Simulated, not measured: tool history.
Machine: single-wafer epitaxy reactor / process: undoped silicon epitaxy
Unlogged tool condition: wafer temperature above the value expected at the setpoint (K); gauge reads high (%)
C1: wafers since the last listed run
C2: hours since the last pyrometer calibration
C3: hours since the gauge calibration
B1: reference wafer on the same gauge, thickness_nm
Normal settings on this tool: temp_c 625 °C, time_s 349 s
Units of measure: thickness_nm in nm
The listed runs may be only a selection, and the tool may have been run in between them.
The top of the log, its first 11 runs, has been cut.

{"run": 12, "hour": 139.0, "temp_c": 625, "time_s": 349, "C1": 80, "C2": 2815.5, "C3": 206.0, "B1": 29.82, "thickness_nm": 39.127}
{"run": 13, "hour": 151.8, "temp_c": 625, "time_s": 349, "C1": 82, "C2": 2828.3, "C3": 218.8, "B1": 29.77, "thickness_nm": 39.221}
{"run": 14, "hour": 168.4, "temp_c": 625, "time_s": 389, "C1": 107, "C2": 2844.9, "C3": 235.4, "B1": 29.81, "thickness_nm": 43.575}
{"run": 15, "hour": 180.5, "temp_c": 625, "time_s": 389, "C1": 78, "C2": 2857.0, "C3": 247.5, "B1": 29.802, "thickness_nm": 43.947}
{"run": 16, "hour": 186.5, "temp_c": 617, "time_s": 349, "C1": 38, "C2": 2863.0, "C3": 253.5, "B1": 29.797, "thickness_nm": 31.719}
{"run": 17, "hour": 195.8, "temp_c": 617, "time_s": 349, "C1": 60, "C2": 2872.3, "C3": 262.8, "B1": 29.804, "thickness_nm": 31.775}
{"run": 18, "hour": 210.1, "temp_c": 617, "time_s": 349, "C1": 92, "C2": 2886.6, "C3": 277.1, "B1": 29.824, "thickness_nm": 31.768}
{"run": 19, "hour": 225.4, "temp_c": 625, "time_s": 349, "C1": 99, "C2": 2901.9, "C3": 292.4, "B1": 29.836, "thickness_nm": 39.239}
{"run": 20, "hour": 240.6, "temp_c": 625, "time_s": 349, "C1": 98, "C2": 2917.1, "C3": 307.6, "B1": 29.832, "thickness_nm": 39.083}
{"run": 21, "hour": 247.0, "temp_c": 625, "time_s": 349, "C1": 41, "C2": 2923.5, "C3": 314.0, "B1": 29.807, "thickness_nm": 39.109}
{"run": 22, "hour": 259.7, "temp_c": 625, "time_s": 349, "C1": 82, "C2": 2936.2, "C3": 326.7, "B1": 29.798, "thickness_nm": 39.198}

What does the tool deliver on the next run?
{"run": 23, "hour": 276.5, "temp_c": 638, "time_s": 313, "C1": 108, "C2": 2953.0, "C3": 343.5, "B1": "?", "thickness_nm": "?"}

B1: 29.810
thickness_nm: 49.050 nm
With the hidden condition absent and the run-to-run variation left alone, this run would have shown thickness_nm 42.066 nm.

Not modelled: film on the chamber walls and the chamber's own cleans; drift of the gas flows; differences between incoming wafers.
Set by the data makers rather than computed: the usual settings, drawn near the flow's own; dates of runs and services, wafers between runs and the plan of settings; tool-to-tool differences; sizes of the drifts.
